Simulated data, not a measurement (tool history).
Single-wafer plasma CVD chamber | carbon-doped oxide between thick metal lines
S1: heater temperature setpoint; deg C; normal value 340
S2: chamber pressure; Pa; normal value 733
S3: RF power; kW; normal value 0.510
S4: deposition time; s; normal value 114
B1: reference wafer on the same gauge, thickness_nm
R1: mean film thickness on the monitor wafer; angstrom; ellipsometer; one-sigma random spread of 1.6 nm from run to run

| run | hour | S1 | S2 | S3 | S4 | B1 | R1 |
|---|---|---|---|---|---|---|---|
| 1 | 0.0 | 340 | 733 | 0.510 | 114 | 640.323 | 5744.29 |
| 2 | 57.4 | 340 | 733 | 0.510 | 114 | 639.903 | 5771.33 |
| 3 | 115.8 | 340 | 733 | 0.510 | 114 | 639.961 | 5762.87 |
| 4 | 302.8 | 340 | 787 | 0.510 | 114 | 639.673 | 5798.54 |
| 5 | 374.9 | 340 | 787 | 0.510 | 114 | 639.897 | 5798.04 |
| 6 | 438.3 | 340 | 787 | 0.510 | 114 | 640.163 | 5804.79 |
| 7 | 537.0 | 346 | 733 | 0.510 | 114 | 639.967 | 5620.46 |
| 8 | 590.0 | 346 | 733 | 0.510 | 114 | 639.935 | 5647.22 |
|  | 648.6 | capacitance manometer re-zeroed and calibrated |
| 9 | 693.9 | 340 | 733 | 0.510 | 114 | 640.023 | 5714.08 |
| 10 | 734.4 | 340 | 733 | 0.510 | 114 | 640.120 | 5741.32 |
| 11 | 793.5 | 340 | 733 | 0.510 | 114 | 640.134 | 5761.54 |
| 12 | 854.5 | 340 | 733 | 0.510 | 114 | 640.083 | 5766.63 |
| 13 | 939.5 | 340 | 573 | 0.445 | 114 | 640.167 | 5177.79 |
|  | 974.6 | showerhead replaced |
|  | 997.0 | thermocouple changed; heater temperature recalibrated |
|  | 1005.9 | RF generator calibrated |
| 14 | 1020.6 | 340 | 733 | 0.510 | 114 | 640.244 | 5903.84 |
|  | 1045.1 | gauge calibrated |
| 15 | 1076.2 | 355 | 635 | 0.575 | 114 | 640.192 | 5790.56 |
| 16 | 1136.2 | 340 | 733 | 0.510 | 103 | 640.353 | 5291.87 |
| 17 | 1220.1 | 355 | 857 | 0.425 | 135 | 640.359 | 6194.17 |
| 18 | 1271.6 | 340 | 681 | 0.460 | 103 | 640.097 | 4977.96 |
| 19 | 1333.3 | 347 | 733 | 0.510 | 114 | 639.862 | 5711.54 |
| 20 | 1385.8 | 340 | 733 | 0.555 | 120 | 639.993 | 6395.58 |
| 21 | 1464.1 | 340 | 809 | 0.510 | 114 | 640.139 | 5903.19 |
| 22 | 1554.1 | 336 | 733 | 0.410 | 114 | 639.686 | 5275.29 |
| 23 | 1607.2 | 340 | 733 | 0.600 | 123 | 639.919 | 6773.61 |

Some steps in R1 between neighbouring runs. How much of each would the tool show without its hidden state too (settings, what came in, random variation), and how much is left for the hidden state, with any gauge scatter that isn't in both results?
The tool's hidden condition here consists of: wafer temperature above the value expected at the setpoint (K); delivered RF power above the setpoint (%); true pressure above the setpoint (%); gauge reads high (%).
Run 13 -> 14: S2 573 -> 733, S3 0.445 -> 0.510, showerhead replaced, thermocouple changed; heater temperature recalibrated, RF generator calibrated. R1 +726.05 angstrom: hidden state +104.28, all else +621.77.
Run 17 -> 18: S1 355 -> 340, S2 857 -> 681, S3 0.425 -> 0.460, S4 135 -> 103. R1 -1216.21 angstrom: hidden state -2.92, all else -1213.29.
Run 22 -> 23: S1 336 -> 340, S3 0.410 -> 0.600, S4 114 -> 123. R1 +1498.32 angstrom: hidden state -11.25, all else +1509.57.

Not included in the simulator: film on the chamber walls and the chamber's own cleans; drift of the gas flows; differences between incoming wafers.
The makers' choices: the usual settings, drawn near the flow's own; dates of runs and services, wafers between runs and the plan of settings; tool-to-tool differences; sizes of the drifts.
